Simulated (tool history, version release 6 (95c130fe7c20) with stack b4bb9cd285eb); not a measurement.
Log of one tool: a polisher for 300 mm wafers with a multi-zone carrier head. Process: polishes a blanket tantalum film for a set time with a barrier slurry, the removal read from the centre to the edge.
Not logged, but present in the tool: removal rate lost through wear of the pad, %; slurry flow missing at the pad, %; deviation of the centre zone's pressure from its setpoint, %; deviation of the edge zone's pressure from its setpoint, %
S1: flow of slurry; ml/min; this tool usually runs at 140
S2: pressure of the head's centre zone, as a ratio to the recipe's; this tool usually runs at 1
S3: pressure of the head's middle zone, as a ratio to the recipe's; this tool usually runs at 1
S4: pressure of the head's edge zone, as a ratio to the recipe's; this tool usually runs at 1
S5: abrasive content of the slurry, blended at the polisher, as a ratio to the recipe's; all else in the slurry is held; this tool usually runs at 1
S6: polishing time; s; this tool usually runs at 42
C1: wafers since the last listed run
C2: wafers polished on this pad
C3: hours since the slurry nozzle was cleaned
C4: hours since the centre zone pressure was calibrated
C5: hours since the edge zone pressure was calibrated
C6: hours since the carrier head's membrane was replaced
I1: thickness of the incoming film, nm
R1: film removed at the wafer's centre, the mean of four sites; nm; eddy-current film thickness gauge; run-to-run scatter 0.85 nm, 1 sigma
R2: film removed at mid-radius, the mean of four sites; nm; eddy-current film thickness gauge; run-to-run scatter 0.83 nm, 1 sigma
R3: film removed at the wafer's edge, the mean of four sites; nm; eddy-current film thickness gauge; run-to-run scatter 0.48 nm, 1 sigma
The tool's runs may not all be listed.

{"run": 1, "day": 0.0, "S1": 140, "S2": 1, "S3": 1, "S4": 0.92, "S5": 1, "S6": 42, "C1": 0, "C2": 1228, "C3": 909.5, "C4": 834.7, "C5": 1161.8, "C6": 1.5, "I1": 179.7, "R1": 59.1, "R2": 56.3, "R3": 52.1}
{"run": 2, "day": 0.333, "S1": 140, "S2": 1, "S3": 1, "S4": 0.92, "S5": 1, "S6": 42, "C1": 75, "C2": 1304, "C3": 917.5, "C4": 842.7, "C5": 1169.8, "C6": 9.5, "I1": 178.3, "R1": 58.5, "R2": 56.3, "R3": 51.5}
{"day": 0.454, "done": "slurry nozzle cleaned"}
{"run": 3, "day": 1.004, "S1": 140, "S2": 1, "S3": 1, "S4": 1, "S5": 1, "S6": 53, "C1": 142, "C2": 1447, "C3": 13.2, "C4": 858.8, "C5": 1185.9, "C6": 25.6, "I1": 181.6, "R1": 71.1, "R2": 69, "R3": 68.6}
{"day": 1.296, "done": "worn pad replaced by a new one"}
{"run": 4, "day": 1.562, "S1": 140, "S2": 1, "S3": 1, "S4": 1, "S5": 1, "S6": 42, "C1": 88, "C2": 60, "C3": 26.6, "C4": 872.2, "C5": 1199.3, "C6": 39, "I1": 181.5, "R1": 63, "R2": 61.7, "R3": 62.1}
{"run": 5, "day": 2.254, "S1": 140, "S2": 1, "S3": 0.92, "S4": 1, "S5": 1, "S6": 42, "C1": 157, "C2": 218, "C3": 43.2, "C4": 888.8, "C5": 1215.9, "C6": 55.6, "I1": 177.5, "R1": 63.2, "R2": 56.1, "R3": 60.5}
{"run": 6, "day": 2.75, "S1": 140, "S2": 0.89, "S3": 1, "S4": 1, "S5": 1, "S6": 33, "C1": 112, "C2": 330, "C3": 55.1, "C4": 900.7, "C5": 1227.8, "C6": 67.5, "I1": 181.8, "R1": 40.5, "R2": 49.7, "R3": 47.6}
{"run": 7, "day": 3.225, "S1": 140, "S2": 1, "S3": 1, "S4": 1, "S5": 1, "S6": 42, "C1": 107, "C2": 438, "C3": 66.5, "C4": 912.1, "C5": 1239.2, "C6": 78.9, "I1": 180.1, "R1": 61.8, "R2": 62.9, "R3": 60.4}
{"run": 8, "day": 3.829, "S1": 140, "S2": 1, "S3": 1, "S4": 1, "S5": 1, "S6": 42, "C1": 137, "C2": 575, "C3": 81, "C4": 926.6, "C5": 1253.7, "C6": 93.4, "I1": 180.2, "R1": 61.7, "R2": 61.3, "R3": 60.3}
{"run": 9, "day": 4.258, "S1": 140, "S2": 1, "S3": 1.09, "S4": 1, "S5": 1, "S6": 42, "C1": 97, "C2": 673, "C3": 91.3, "C4": 936.9, "C5": 1264, "C6": 103.7, "I1": 182.9, "R1": 62.2, "R2": 66.3, "R3": 59.1}
{"run": 10, "day": 4.55, "S1": 125, "S2": 1, "S3": 0.89, "S4": 0.9, "S5": 1, "S6": 42, "C1": 66, "C2": 739, "C3": 98.3, "C4": 943.9, "C5": 1271, "C6": 110.7, "I1": 179.4, "R1": 61.1, "R2": 52.4, "R3": 54.9}
{"day": 4.896, "done": "centre zone pressure recalibrated"}
{"run": 11, "day": 5.283, "S1": 140, "S2": 0.89, "S3": 0.94, "S4": 1, "S5": 1, "S6": 42, "C1": 147, "C2": 887, "C3": 115.9, "C4": 9.3, "C5": 1288.6, "C6": 128.3, "I1": 180.2, "R1": 50.8, "R2": 55.3, "R3": 58.7}
{"run": 12, "day": 5.875, "S1": 140, "S2": 1, "S3": 1.09, "S4": 1, "S5": 1, "S6": 42, "C1": 134, "C2": 1021, "C3": 130.1, "C4": 23.5, "C5": 1302.8, "C6": 142.5, "I1": 179.8, "R1": 60.6, "R2": 62.8, "R3": 58.3}
{"day": 6.092, "done": "edge zone pressure recalibrated"}
{"run": 13, "day": 6.5, "S1": 140, "S2": 1, "S3": 1, "S4": 1, "S5": 1, "S6": 36, "C1": 123, "C2": 1144, "C3": 145.1, "C4": 38.5, "C5": 9.8, "C6": 157.5, "I1": 180.5, "R1": 50.5, "R2": 48.9, "R3": 48.4}
{"run": 14, "day": 7.0, "S1": 110, "S2": 1, "S3": 1, "S4": 1, "S5": 1, "S6": 42, "C1": 113, "C2": 1258, "C3": 157.1, "C4": 50.5, "C5": 21.8, "C6": 169.5, "I1": 179.5, "R1": 56.6, "R2": 54.4, "R3": 54.6}
{"run": 15, "day": 7.458, "S1": 140, "S2": 1, "S3": 1, "S4": 1, "S5": 1, "S6": 42, "C1": 104, "C2": 1362, "C3": 168.1, "C4": 61.5, "C5": 32.8, "C6": 180.5, "I1": 179.1, "R1": 56.6, "R2": 55.2, "R3": 55.1}
{"run": 16, "day": 7.838, "S1": 95, "S2": 1, "S3": 1, "S4": 1, "S5": 0.9, "S6": 32, "C1": 86, "C2": 1448, "C3": 177.2, "C4": 70.6, "C5": 41.9, "C6": 189.6, "I1": 178.8, "R1": 38.2, "R2": 37.9, "R3": 38.1}
{"day": 8.4, "done": "worn pad replaced by a new one"}
{"run": 17, "day": 8.421, "S1": 170, "S2": 1, "S3": 0.93, "S4": 1, "S5": 1.2, "S6": 37, "C1": 94, "C2": 4, "C3": 191.2, "C4": 84.6, "C5": 55.9, "C6": 203.6, "I1": 181.1, "R1": 59.9, "R2": 55.8, "R3": 58.8}
{"run": 18, "day": 8.862, "S1": 125, "S2": 1, "S3": 1, "S4": 1, "S5": 1, "S6": 32, "C1": 100, "C2": 104, "C3": 201.8, "C4": 95.2, "C5": 66.5, "C6": 214.2, "I1": 181.2, "R1": 46.9, "R2": 46.4, "R3": 46.1}
{"run": 19, "day": 9.117, "S1": 100, "S2": 1, "S3": 0.95, "S4": 1.08, "S5": 0.8, "S6": 42, "C1": 57, "C2": 162, "C3": 207.9, "C4": 101.3, "C5": 72.6, "C6": 220.3, "I1": 180.2, "R1": 52.3, "R2": 49.3, "R3": 55.7}
{"run": 20, "day": 9.846, "S1": 155, "S2": 1, "S3": 1, "S4": 1, "S5": 1.2, "S6": 42, "C1": 165, "C2": 328, "C3": 225.4, "C4": 118.8, "C5": 90.1, "C6": 237.8, "I1": 178.6, "R1": 67.7, "R2": 65.5, "R3": 64.9}
{"run": 21, "day": 10.371, "S1": 125, "S2": 1, "S3": 0.9, "S4": 1, "S5": 1, "S6": 42, "C1": 119, "C2": 447, "C3": 238, "C4": 131.4, "C5": 102.7, "C6": 250.4, "I1": 182.8, "R1": 60.7, "R2": 53.7, "R3": 59.2}

Each row is a separate what-if for the run after 21, all from the same tool condition, not one after another. Results?
{"run": "A", "day": 10.388, "S1": 140, "S2": 0.91, "S3": 1, "S4": 1, "S5": 1, "S6": 42, "C1": 3, "C2": 451, "C3": 238.4, "C4": 131.8, "C5": 103.1, "C6": 250.8, "I1": 179.4, "R1": "?", "R2": "?", "R3": "?"}
{"run": "B", "day": 10.388, "S1": 160, "S2": 1, "S3": 1.09, "S4": 1, "S5": 0.75, "S6": 30, "C1": 3, "C2": 451, "C3": 238.4, "C4": 131.8, "C5": 103.1, "C6": 250.8, "I1": 179.4, "R1": "?", "R2": "?", "R3": "?"}
{"run": "C", "day": 10.388, "S1": 140, "S2": 0.96, "S3": 0.91, "S4": 1, "S5": 1, "S6": 42, "C1": 3, "C2": 451, "C3": 238.4, "C4": 131.8, "C5": 103.1, "C6": 250.8, "I1": 179.4, "R1": "?", "R2": "?", "R3": "?"}
{"run": "D", "day": 10.388, "S1": 165, "S2": 1, "S3": 0.92, "S4": 1, "S5": 1, "S6": 42, "C1": 3, "C2": 451, "C3": 238.4, "C4": 131.8, "C5": 103.1, "C6": 250.8, "I1": 179.4, "R1": "?", "R2": "?", "R3": "?"}
{"run": "E", "day": 10.388, "S1": 140, "S2": 0.96, "S3": 1, "S4": 1, "S5": 1, "S6": 42, "C1": 3, "C2": 451, "C3": 238.4, "C4": 131.8, "C5": 103.1, "C6": 250.8, "I1": 179.4, "R1": "?", "R2": "?", "R3": "?"}

run=A R1=52.5 R2=59.8 R3=59.9
run=B R1=37.4 R2=40.6 R3=36.8
run=C R1=56.7 R2=53.9 R3=60
run=D R1=61.6 R2=55.7 R3=60.9
run=E R1=56.8 R2=59.7 R3=59.9
With no hidden state in the tool, these same runs would have given:
run=A R1=54 R2=61.5 R3=61.7
run=B R1=38.4 R2=41.7 R3=37.9
run=C R1=58.4 R2=55.5 R3=61.8
run=D R1=63.4 R2=57.3 R3=62.7
run=E R1=58.4 R2=61.5 R3=61.7
